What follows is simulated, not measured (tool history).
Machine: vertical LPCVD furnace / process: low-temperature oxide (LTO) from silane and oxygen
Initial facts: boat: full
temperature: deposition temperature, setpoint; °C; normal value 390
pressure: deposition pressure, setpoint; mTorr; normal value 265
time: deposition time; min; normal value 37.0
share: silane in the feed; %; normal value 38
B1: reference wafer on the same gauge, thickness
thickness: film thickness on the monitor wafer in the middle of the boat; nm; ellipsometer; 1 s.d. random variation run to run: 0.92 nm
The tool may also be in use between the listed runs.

Run 1, hour 0.0: usual settings but share 36 %; B1 270.89. Result: thickness 315.85 nm.
Run 2, hour 27.0: usual settings but share 36 %; B1 270.80. Result: thickness 314.93 nm.
Run 3, hour 58.0: usual settings but share 36 %; B1 270.89. Result: thickness 316.31 nm.
Run 4, hour 84.4: usual settings but pressure 295 mTorr; B1 271.13. Result: thickness 377.35 nm.
Run 5, hour 118.4: usual settings but pressure 295 mTorr; B1 271.00. Result: thickness 378.56 nm.
Run 6, hour 144.5: usual settings but pressure 295 mTorr; B1 271.00. Result: thickness 379.64 nm.
Run 7, hour 168.3: usual settings but time 42.5 min; B1 271.00. Result: thickness 392.21 nm.
Run 8, hour 189.4: usual settings but time 45.5 min, share 45 %; B1 270.96. Result: thickness 513.88 nm.
Run 9, hour 222.0: usual settings; B1 271.13. Result: thickness 341.41 nm.
Run 10, hour 249.8: usual settings; B1 270.92. Result: thickness 343.91 nm.
At hour 277.3: gauge calibrated.
Run 11, hour 280.4: usual settings but temperature 393 °C, pressure 310 mTorr, time 49.0 min, share 41 %; B1 271.00. Result: thickness 598.35 nm.
Run 12, hour 295.2: usual settings but temperature 394 °C, pressure 245 mTorr, share 34 %; B1 270.98. Result: thickness 289.07 nm.
Run 13, hour 319.6: usual settings; B1 270.91. Result: thickness 343.51 nm.
At hour 358.3: pressure gauge zeroed.
At hour 359.6: thermocouples replaced and temperature profile calibrated.
Run 14, hour 360.1: usual settings; B1 270.88. Result: thickness 312.58 nm.
Run 15, hour 371.6: usual settings but share 34 %; B1 271.02. Result: thickness 271.56 nm.
Run 16, hour 388.0: usual settings but share 34 %; B1 270.90. Result: thickness 271.00 nm.
At hour 427.9: silane flow controller replaced.
Run 17, hour 462.1: usual settings but temperature 395 °C, pressure 305 mTorr, time 24.0 min, share 34 %; B1 271.12. Result: thickness 215.02 nm.
Run 18, hour 481.3: usual settings; B1 271.12. Result: thickness 315.04 nm.
Run 19, hour 503.6: usual settings but temperature 379 °C, time 31.5 min; B1 271.00. Result: thickness 235.04 nm.
Run 20, hour 517.1: usual settings but temperature 380 °C, time 25.5 min, share 42 %; B1 270.99. Result: thickness 218.43 nm.
Run 21, hour 614.4: usual settings but pressure 320 mTorr, share 33 %; B1 270.96. Result: thickness 313.32 nm.
Run 22, hour 628.0: usual settings but pressure 210 mTorr; B1 270.88. Result: thickness 248.62 nm.
Run 23, hour 661.9: usual settings; B1 271.01. Result: thickness 314.36 nm.
Run 24, hour 691.7: usual settings but pressure 325 mTorr, share 35 %; B1 271.10. Result: thickness 345.88 nm.
Run 25, hour 705.1: usual settings; B1 270.95. Result: thickness 316.22 nm.
Run 26, hour 729.2: usual settings but temperature 380 °C, pressure 240 mTorr, time 31.5 min; B1 270.99. Result: thickness 214.75 nm.
Run 27, hour 746.1: usual settings; B1 270.98. Result: thickness 313.68 nm.
Run 28, hour 772.7: usual settings but time 43.0 min; B1 270.99. Result: thickness 366.88 nm.
Run 29, hour 806.0: usual settings but time 45.0 min; B1 270.96. Result: thickness 382.85 nm.
Run 30, hour 839.5: usual settings but time 45.5 min; B1 271.07. Result: thickness 389.36 nm.

Results for each run, recomputed without the tool's hidden state and with each run's random variation untouched:
The tool's hidden condition here consists of: true tube temperature minus thermocouple reading, K; true pressure minus gauge reading, mTorr; deviation of the silane flow from its setpoint, %; gauge reads high (%).
run  thickness
  1     292.93
  2     291.73
  3     292.61
  4     350.20
  5     350.82
  6     351.44
  7     361.25
  8     473.92
  9     313.69
 10     315.58
 11     552.54
 12     263.62
 13     314.21
 14     314.77
 15     273.37
 16     272.73
 17     215.82
 18     316.52
 19     235.98
 20     219.28
 21     313.33
 22     249.69
 23     314.67
 24     345.33
 25     316.25
 26     214.78
 27     313.43
 28     366.36
 29     382.03
 30     388.23

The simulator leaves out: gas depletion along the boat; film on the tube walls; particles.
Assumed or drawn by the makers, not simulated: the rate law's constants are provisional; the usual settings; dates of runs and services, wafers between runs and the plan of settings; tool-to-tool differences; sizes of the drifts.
